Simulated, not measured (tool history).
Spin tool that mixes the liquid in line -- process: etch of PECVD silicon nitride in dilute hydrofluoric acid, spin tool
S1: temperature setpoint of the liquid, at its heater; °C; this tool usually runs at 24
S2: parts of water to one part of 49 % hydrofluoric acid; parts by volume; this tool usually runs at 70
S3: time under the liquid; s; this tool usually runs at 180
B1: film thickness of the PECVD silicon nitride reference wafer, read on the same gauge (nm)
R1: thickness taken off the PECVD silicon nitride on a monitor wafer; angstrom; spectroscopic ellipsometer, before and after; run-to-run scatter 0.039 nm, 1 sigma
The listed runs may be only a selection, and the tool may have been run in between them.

run,hour,S1,S2,S3,B1,R1
1,0.0,24,70,180,117.60,72.9
2,64.5,24,70,180,117.26,72.4
3,128.2,24,70,180,116.99,72.6
4,161.0,28,70,180,116.90,94.1
5,203.8,28,70,180,116.76,93.6
6,265.2,24,70,240,116.63,96.9
7,324.0,24,70,240,116.48,96.7
8,384.3,24,70,240,116.36,95.6
9,425.8,24,70,180,116.31,72.8

For run 10, what comes out?
# hour 430.3: thermometer replaced
10,454.8,24,70,285,?,?

Run 10 produced B1 116.28, R1 114.6 angstrom.
With the hidden condition absent and the run-to-run variation left alone, this run would have shown R1 118.2 angstrom.

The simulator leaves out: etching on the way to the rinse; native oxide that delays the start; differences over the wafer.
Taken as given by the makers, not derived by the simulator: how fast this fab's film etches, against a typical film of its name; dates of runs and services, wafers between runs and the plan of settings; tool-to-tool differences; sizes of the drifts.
